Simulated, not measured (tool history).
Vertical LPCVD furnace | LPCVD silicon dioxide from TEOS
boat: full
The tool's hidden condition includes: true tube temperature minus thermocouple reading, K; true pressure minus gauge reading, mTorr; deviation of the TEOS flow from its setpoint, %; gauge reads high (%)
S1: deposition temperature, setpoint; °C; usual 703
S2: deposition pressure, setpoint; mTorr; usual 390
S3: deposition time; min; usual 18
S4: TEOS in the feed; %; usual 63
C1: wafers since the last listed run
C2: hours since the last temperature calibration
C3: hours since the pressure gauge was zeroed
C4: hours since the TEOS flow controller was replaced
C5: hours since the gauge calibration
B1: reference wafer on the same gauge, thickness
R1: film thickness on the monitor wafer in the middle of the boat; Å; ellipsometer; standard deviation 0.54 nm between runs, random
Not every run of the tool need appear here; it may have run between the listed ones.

{"run": 1, "hour": 0.0, "S1": 703, "S2": 390, "S3": 18, "S4": 63, "C1": 0, "C2": 1217, "C3": 118.9, "C4": 5281.6, "C5": 101, "B1": 178.81, "R1": 1506.6}
{"run": 2, "hour": 36.8, "S1": 703, "S2": 390, "S3": 18, "S4": 63, "C1": 425, "C2": 1253.8, "C3": 155.7, "C4": 5318.4, "C5": 137.8, "B1": 178.86, "R1": 1505.8}
{"run": 3, "hour": 142.9, "S1": 703, "S2": 390, "S3": 18, "S4": 63, "C1": 1226, "C2": 1359.9, "C3": 261.8, "C4": 5424.5, "C5": 243.9, "B1": 178.88, "R1": 1497.1}
{"run": 4, "hour": 215.6, "S1": 703, "S2": 420, "S3": 18, "S4": 63, "C1": 840, "C2": 1432.6, "C3": 334.5, "C4": 5497.2, "C5": 316.6, "B1": 178.97, "R1": 1561.5}
{"run": 5, "hour": 281.5, "S1": 703, "S2": 420, "S3": 18, "S4": 63, "C1": 761, "C2": 1498.5, "C3": 400.4, "C4": 5563.1, "C5": 382.5, "B1": 178.86, "R1": 1556.6}
{"run": 6, "hour": 359.9, "S1": 700, "S2": 390, "S3": 19.5, "S4": 63, "C1": 906, "C2": 1576.9, "C3": 478.8, "C4": 5641.5, "C5": 460.9, "B1": 179.18, "R1": 1508.5}
{"run": 7, "hour": 411.8, "S1": 700, "S2": 390, "S3": 19.5, "S4": 63, "C1": 599, "C2": 1628.8, "C3": 530.7, "C4": 5693.4, "C5": 512.8, "B1": 178.91, "R1": 1513.8}
{"run": 8, "hour": 511.1, "S1": 700, "S2": 390, "S3": 19.5, "S4": 63, "C1": 1147, "C2": 1728.1, "C3": 630, "C4": 5792.7, "C5": 612.1, "B1": 178.81, "R1": 1506.1}
{"run": 9, "hour": 573.4, "S1": 703, "S2": 390, "S3": 15, "S4": 67, "C1": 720, "C2": 1790.4, "C3": 692.3, "C4": 5855, "C5": 674.4, "B1": 178.97, "R1": 1276.3}
{"run": 10, "hour": 658.5, "S1": 703, "S2": 390, "S3": 15, "S4": 67, "C1": 983, "C2": 1875.5, "C3": 777.4, "C4": 5940.1, "C5": 759.5, "B1": 179.16, "R1": 1277.7}
{"run": 11, "hour": 740.6, "S1": 703, "S2": 390, "S3": 15, "S4": 67, "C1": 949, "C2": 1957.6, "C3": 859.5, "C4": 6022.2, "C5": 841.6, "B1": 179.04, "R1": 1277.5}
{"run": 12, "hour": 806.4, "S1": 703, "S2": 390, "S3": 18, "S4": 63, "C1": 760, "C2": 2023.4, "C3": 925.3, "C4": 6088, "C5": 907.4, "B1": 179.04, "R1": 1489.8}
{"run": 13, "hour": 1124.1, "S1": 703, "S2": 390, "S3": 18, "S4": 63, "C1": 3672, "C2": 2341.1, "C3": 1243, "C4": 6405.7, "C5": 1225.1, "B1": 178.9, "R1": 1484.7}
{"run": 14, "hour": 1184.0, "S1": 703, "S2": 390, "S3": 18, "S4": 63, "C1": 692, "C2": 2401, "C3": 1302.9, "C4": 6465.6, "C5": 1285, "B1": 179.03, "R1": 1477}
{"run": 15, "hour": 1224.2, "S1": 703, "S2": 390, "S3": 18, "S4": 63, "C1": 464, "C2": 2441.2, "C3": 1343.1, "C4": 6505.8, "C5": 1325.2, "B1": 179.05, "R1": 1479.9}
{"hour": 1290.5, "done": "gauge calibrated"}
{"run": 16, "hour": 1330.3, "S1": 703, "S2": 315, "S3": 25, "S4": 72, "C1": 1226, "C2": 2547.3, "C3": 1449.2, "C4": 6611.9, "C5": 39.8, "B1": 178.96, "R1": 1961.7}
{"hour": 1370.2, "done": "thermocouples replaced and temperature profile calibrated"}
{"run": 17, "hour": 1398.7, "S1": 703, "S2": 390, "S3": 18, "S4": 69, "C1": 513, "C2": 28.5, "C3": 1517.6, "C4": 6680.3, "C5": 108.2, "B1": 178.96, "R1": 1550.2}
{"hour": 1452.5, "done": "TEOS flow controller replaced"}
{"run": 18, "hour": 1476.2, "S1": 703, "S2": 300, "S3": 18, "S4": 52, "C1": 618, "C2": 106, "C3": 1595.1, "C4": 23.7, "C5": 185.7, "B1": 178.97, "R1": 1162.7}
{"run": 19, "hour": 1596.3, "S1": 703, "S2": 440, "S3": 18, "S4": 63, "C1": 1388, "C2": 226.1, "C3": 1715.2, "C4": 143.8, "C5": 305.8, "B1": 178.84, "R1": 1573}
{"run": 20, "hour": 1686.7, "S1": 699, "S2": 485, "S3": 20, "S4": 55, "C1": 1044, "C2": 316.5, "C3": 1805.6, "C4": 234.2, "C5": 396.2, "B1": 178.98, "R1": 1555.7}
{"run": 21, "hour": 1730.5, "S1": 714, "S2": 390, "S3": 21.5, "S4": 63, "C1": 506, "C2": 360.3, "C3": 1849.4, "C4": 278, "C5": 440, "B1": 179.05, "R1": 2257.2}
{"hour": 1815.8, "done": "pressure gauge zeroed"}
{"run": 22, "hour": 1875.8, "S1": 711, "S2": 390, "S3": 18, "S4": 75, "C1": 1402, "C2": 505.6, "C3": 60, "C4": 423.3, "C5": 585.3, "B1": 178.99, "R1": 1974.8}
{"run": 23, "hour": 1960.4, "S1": 703, "S2": 440, "S3": 18, "S4": 63, "C1": 977, "C2": 590.2, "C3": 144.6, "C4": 507.9, "C5": 669.9, "B1": 178.87, "R1": 1602.8}
{"run": 24, "hour": 2002.2, "S1": 703, "S2": 390, "S3": 18, "S4": 51, "C1": 483, "C2": 632, "C3": 186.4, "C4": 549.7, "C5": 711.7, "B1": 178.99, "R1": 1360.3}
{"run": 25, "hour": 2077.8, "S1": 694, "S2": 390, "S3": 18, "S4": 53, "C1": 873, "C2": 707.6, "C3": 262, "C4": 625.3, "C5": 787.3, "B1": 178.84, "R1": 1121.9}
{"run": 26, "hour": 2163.8, "S1": 703, "S2": 390, "S3": 18, "S4": 63, "C1": 994, "C2": 793.6, "C3": 348, "C4": 711.3, "C5": 873.3, "B1": 179.1, "R1": 1503.1}
{"run": 27, "hour": 2223.5, "S1": 714, "S2": 455, "S3": 18, "S4": 63, "C1": 690, "C2": 853.3, "C3": 407.7, "C4": 771, "C5": 933, "B1": 178.98, "R1": 2096.3}
{"run": 28, "hour": 2304.8, "S1": 703, "S2": 390, "S3": 15, "S4": 67, "C1": 939, "C2": 934.6, "C3": 489, "C4": 852.3, "C5": 1014.3, "B1": 178.9, "R1": 1284.2}
{"run": 29, "hour": 2384.9, "S1": 703, "S2": 390, "S3": 12.5, "S4": 63, "C1": 925, "C2": 1014.7, "C3": 569.1, "C4": 932.4, "C5": 1094.4, "B1": 179.01, "R1": 1039.5}

Predict each of these 3 candidate next runs independently; none follows another, all start after run 29:
{"run": "A", "hour": 2389.3, "S1": 703, "S2": 390, "S3": 18, "S4": 63, "C1": 50, "C2": 1019.1, "C3": 573.5, "C4": 936.8, "C5": 1098.8, "B1": "?", "R1": "?"}
{"run": "B", "hour": 2389.3, "S1": 703, "S2": 315, "S3": 18, "S4": 67, "C1": 50, "C2": 1019.1, "C3": 573.5, "C4": 936.8, "C5": 1098.8, "B1": "?", "R1": "?"}
{"run": "C", "hour": 2389.3, "S1": 710, "S2": 390, "S3": 18, "S4": 70, "C1": 50, "C2": 1019.1, "C3": 573.5, "C4": 936.8, "C5": 1098.8, "B1": "?", "R1": "?"}

run=A B1=178.86 R1=1500
run=B B1=178.86 R1=1388.8
run=C B1=178.86 R1=1856.7
With the hidden condition removed and each run's random variation left untouched, the same runs would have given:
run=A R1=1506.5
run=B R1=1396.2
run=C R1=1864.7
